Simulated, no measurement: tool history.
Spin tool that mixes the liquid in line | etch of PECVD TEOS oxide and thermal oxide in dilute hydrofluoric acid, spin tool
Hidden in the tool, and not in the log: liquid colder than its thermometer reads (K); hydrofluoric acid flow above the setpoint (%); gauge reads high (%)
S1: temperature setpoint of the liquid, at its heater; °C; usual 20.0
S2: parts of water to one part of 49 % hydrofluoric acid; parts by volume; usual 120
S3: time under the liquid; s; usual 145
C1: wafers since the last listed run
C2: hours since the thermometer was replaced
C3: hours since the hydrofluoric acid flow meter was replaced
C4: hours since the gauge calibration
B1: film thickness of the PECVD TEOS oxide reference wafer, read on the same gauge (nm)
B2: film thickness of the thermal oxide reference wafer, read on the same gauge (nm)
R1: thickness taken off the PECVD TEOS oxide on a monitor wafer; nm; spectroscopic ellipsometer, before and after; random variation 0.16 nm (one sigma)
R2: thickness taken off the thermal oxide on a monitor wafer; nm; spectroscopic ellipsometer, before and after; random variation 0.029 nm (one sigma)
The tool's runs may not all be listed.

{"run": 1, "hour": 0.0, "S1": 17.5, "S2": 120, "S3": 145, "C1": 0, "C2": 2242.6, "C3": 2510.3, "C4": 529.8, "B1": 70.04, "B2": 60.003, "R1": 25.24, "R2": 4.047}
{"run": 2, "hour": 18.5, "S1": 17.5, "S2": 120, "S3": 145, "C1": 124, "C2": 2261.1, "C3": 2528.8, "C4": 548.3, "B1": 69.97, "B2": 60.006, "R1": 25.12, "R2": 4.086}
{"run": 3, "hour": 38.6, "S1": 17.5, "S2": 120, "S3": 145, "C1": 134, "C2": 2281.2, "C3": 2548.9, "C4": 568.4, "B1": 70.0, "B2": 59.968, "R1": 25.39, "R2": 4.072}
{"run": 4, "hour": 63.0, "S1": 20.0, "S2": 120, "S3": 145, "C1": 163, "C2": 2305.6, "C3": 2573.3, "C4": 592.8, "B1": 70.02, "B2": 60.033, "R1": 27.92, "R2": 4.511}
{"hour": 67.3, "done": "hydrofluoric acid flow meter replaced"}
{"run": 5, "hour": 87.6, "S1": 20.0, "S2": 120, "S3": 145, "C1": 158, "C2": 2330.2, "C3": 20.3, "C4": 617.4, "B1": 69.99, "B2": 60.008, "R1": 27.83, "R2": 4.515}
{"run": 6, "hour": 109.5, "S1": 20.0, "S2": 120, "S3": 145, "C1": 146, "C2": 2352.1, "C3": 42.2, "C4": 639.3, "B1": 69.99, "B2": 60.014, "R1": 28.07, "R2": 4.538}
{"run": 7, "hour": 131.7, "S1": 20.0, "S2": 120, "S3": 145, "C1": 148, "C2": 2374.3, "C3": 64.4, "C4": 661.5, "B1": 69.99, "B2": 60.023, "R1": 27.92, "R2": 4.538}
{"run": 8, "hour": 156.3, "S1": 20.0, "S2": 120, "S3": 145, "C1": 165, "C2": 2398.9, "C3": 89.0, "C4": 686.1, "B1": 69.99, "B2": 60.004, "R1": 28.2, "R2": 4.483}
{"run": 9, "hour": 214.6, "S1": 22.5, "S2": 65, "S3": 145, "C1": 391, "C2": 2457.2, "C3": 147.3, "C4": 744.4, "B1": 70.0, "B2": 59.997, "R1": 61.11, "R2": 9.845}
{"run": 10, "hour": 230.2, "S1": 20.0, "S2": 120, "S3": 145, "C1": 104, "C2": 2472.8, "C3": 162.9, "C4": 760.0, "B1": 70.0, "B2": 60.022, "R1": 28.03, "R2": 4.511}
{"hour": 242.4, "done": "thermometer replaced"}
{"run": 11, "hour": 299.5, "S1": 17.0, "S2": 140, "S3": 120, "C1": 458, "C2": 57.1, "C3": 232.2, "C4": 829.3, "B1": 70.0, "B2": 59.984, "R1": 17.42, "R2": 2.778}
{"run": 12, "hour": 327.8, "S1": 20.0, "S2": 120, "S3": 145, "C1": 189, "C2": 85.4, "C3": 260.5, "C4": 857.6, "B1": 69.99, "B2": 60.004, "R1": 28.07, "R2": 4.533}
{"run": 13, "hour": 353.2, "S1": 17.0, "S2": 65, "S3": 115, "C1": 170, "C2": 110.8, "C3": 285.9, "C4": 883.0, "B1": 69.99, "B2": 59.983, "R1": 38.37, "R2": 6.174}
{"run": 14, "hour": 373.4, "S1": 17.0, "S2": 135, "S3": 95, "C1": 135, "C2": 131.0, "C3": 306.1, "C4": 903.2, "B1": 70.01, "B2": 59.98, "R1": 14.28, "R2": 2.296}
{"run": 15, "hour": 392.5, "S1": 17.0, "S2": 145, "S3": 220, "C1": 128, "C2": 150.1, "C3": 325.2, "C4": 922.3, "B1": 69.97, "B2": 60.019, "R1": 30.41, "R2": 4.928}
{"run": 16, "hour": 424.1, "S1": 17.0, "S2": 90, "S3": 210, "C1": 212, "C2": 181.7, "C3": 356.8, "C4": 953.9, "B1": 70.01, "B2": 60.002, "R1": 49.4, "R2": 7.871}
{"run": 17, "hour": 446.4, "S1": 24.0, "S2": 180, "S3": 145, "C1": 149, "C2": 204.0, "C3": 379.1, "C4": 976.2, "B1": 70.01, "B2": 59.985, "R1": 20.25, "R2": 3.287}
{"hour": 456.2, "done": "gauge calibrated"}
{"run": 18, "hour": 481.6, "S1": 20.0, "S2": 120, "S3": 145, "C1": 236, "C2": 239.2, "C3": 414.3, "C4": 25.4, "B1": 70.0, "B2": 60.014, "R1": 28.14, "R2": 4.568}
{"run": 19, "hour": 496.9, "S1": 18.5, "S2": 170, "S3": 190, "C1": 102, "C2": 254.5, "C3": 429.6, "C4": 40.7, "B1": 70.04, "B2": 60.023, "R1": 23.29, "R2": 3.726}
{"run": 20, "hour": 516.1, "S1": 22.0, "S2": 120, "S3": 145, "C1": 128, "C2": 273.7, "C3": 448.8, "C4": 59.9, "B1": 69.97, "B2": 59.979, "R1": 30.36, "R2": 4.874}
{"run": 21, "hour": 539.8, "S1": 22.5, "S2": 80, "S3": 110, "C1": 159, "C2": 297.4, "C3": 472.5, "C4": 83.6, "B1": 70.02, "B2": 59.992, "R1": 37.28, "R2": 5.909}
{"run": 22, "hour": 570.2, "S1": 20.0, "S2": 120, "S3": 145, "C1": 203, "C2": 327.8, "C3": 502.9, "C4": 114.0, "B1": 70.0, "B2": 59.995, "R1": 28.09, "R2": 4.504}
{"run": 23, "hour": 592.0, "S1": 20.0, "S2": 180, "S3": 145, "C1": 146, "C2": 349.6, "C3": 524.7, "C4": 135.8, "B1": 69.96, "B2": 59.987, "R1": 17.6, "R2": 2.833}
{"run": 24, "hour": 626.2, "S1": 20.0, "S2": 120, "S3": 145, "C1": 229, "C2": 383.8, "C3": 558.9, "C4": 170.0, "B1": 70.03, "B2": 60.032, "R1": 28.31, "R2": 4.524}
{"run": 25, "hour": 643.4, "S1": 23.5, "S2": 180, "S3": 145, "C1": 115, "C2": 401.0, "C3": 576.1, "C4": 187.2, "B1": 69.98, "B2": 60.043, "R1": 20.1, "R2": 3.203}
{"run": 26, "hour": 674.4, "S1": 20.0, "S2": 120, "S3": 145, "C1": 208, "C2": 432.0, "C3": 607.1, "C4": 218.2, "B1": 69.98, "B2": 60.015, "R1": 28.12, "R2": 4.514}
{"run": 27, "hour": 710.1, "S1": 22.5, "S2": 170, "S3": 60, "C1": 239, "C2": 467.7, "C3": 642.8, "C4": 253.9, "B1": 70.02, "B2": 60.003, "R1": 8.54, "R2": 1.383}

Forecast each of these 3 alternatives for the next run:
{"run": "A", "hour": 710.6, "S1": 17.0, "S2": 120, "S3": 145, "C1": 3, "C2": 468.2, "C3": 643.3, "C4": 254.4, "B1": "?", "B2": "?", "R1": "?", "R2": "?"}
{"run": "B", "hour": 710.6, "S1": 22.0, "S2": 120, "S3": 60, "C1": 3, "C2": 468.2, "C3": 643.3, "C4": 254.4, "B1": "?", "B2": "?", "R1": "?", "R2": "?"}
{"run": "C", "hour": 710.6, "S1": 20.0, "S2": 85, "S3": 145, "C1": 3, "C2": 468.2, "C3": 643.3, "C4": 254.4, "B1": "?", "B2": "?", "R1": "?", "R2": "?"}

run=A B1=69.97 B2=60.001 R1=24.73 R2=3.970
run=B B1=69.97 B2=60.001 R1=12.55 R2=2.014
run=C B1=69.97 B2=60.001 R1=41.07 R2=6.592
Without the tool's hidden state the same runs would have given:
run=A R1=24.73 R2=3.970
run=B R1=12.55 R2=2.014
run=C R1=41.07 R2=6.592

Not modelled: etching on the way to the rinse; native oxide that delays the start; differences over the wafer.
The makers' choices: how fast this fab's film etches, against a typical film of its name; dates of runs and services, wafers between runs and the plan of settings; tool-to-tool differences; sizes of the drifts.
